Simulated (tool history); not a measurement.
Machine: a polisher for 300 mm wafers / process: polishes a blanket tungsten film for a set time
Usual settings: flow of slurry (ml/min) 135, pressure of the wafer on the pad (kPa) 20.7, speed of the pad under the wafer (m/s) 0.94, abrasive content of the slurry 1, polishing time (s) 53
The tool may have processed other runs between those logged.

run,hour,flow of slurry (ml/min),pressure of the wafer on the pad (kPa),speed of the pad under the wafer (m/s),abrasive content of the slurry,polishing time (s),wafers since the last listed run,wafers polished on this pad,hours since the slurry nozzle was cleaned,hours since the head pressure was calibrated,hours since the slurry blender was calibrated,hours since the slurry got fresh peroxide,"incoming thickness of the incoming film, nm",film removed (nm)
1,0,135,20.7,0.94,1,53,0,634,167.9,723.1,6.8,191,1494.5,144.5
# hour 3.7: slurry tank refilled with fresh slurry and peroxide
2,82.4,135,24.8,0.94,1,53,573,1207,250.3,805.5,89.2,78.7,1513,172.7
# hour 93.3: worn pad replaced by a new one
3,184.6,135,24.8,0.94,1,53,691,643,352.5,907.7,191.4,180.9,1481.9,160.6
# hour 188.8: slurry blender recalibrated
# hour 225.6: slurry tank refilled with fresh slurry and peroxide
4,242.8,110,24.8,0.94,1,53,388,1032,410.7,965.9,54,17.2,1484.8,165.1
5,273.3,110,24.8,0.94,1,53,214,1247,441.2,996.4,84.5,47.7,1500.8,164.9
# hour 286.2: worn pad replaced by a new one
# hour 323.9: head pressure recalibrated
# hour 353: slurry nozzle cleaned
6,353.5,135,16.5,0.94,1,53,515,452,0.5,29.6,164.7,127.9,1519.2,127.9
7,390.6,135,16.5,0.94,1,53,261,714,37.6,66.7,201.8,165,1490.5,126.1
# hour 397.4: slurry blender recalibrated
# hour 416.3: slurry tank refilled with fresh slurry and peroxide
8,439.9,135,20.7,0.94,1,53,326,1040,86.9,116,42.5,23.6,1484.3,157
# hour 463.6: worn pad replaced by a new one
9,499,135,20.7,0.94,1,53,388,249,146,175.1,101.6,82.7,1498.1,154.5
10,531,135,20.7,0.94,1.1,53,225,475,178,207.1,133.6,114.7,1518.9,154.9
11,563.4,160,20.7,0.94,0.9,53,228,703,210.4,239.5,166,147.1,1489.6,150.3

Run 12 comes next. What will it give?
# hour 583.2: slurry blender recalibrated
# hour 595.7: slurry tank refilled with fresh slurry and peroxide
12,612.4,135,20.7,0.94,0.8,62,324,1027,259.4,288.5,29.2,16.7,1503.2,?

{"run 12": {"film removed (nm)": 169.6}}
Minus the tool's unlogged condition, the same run would have read film removed (nm) 170.
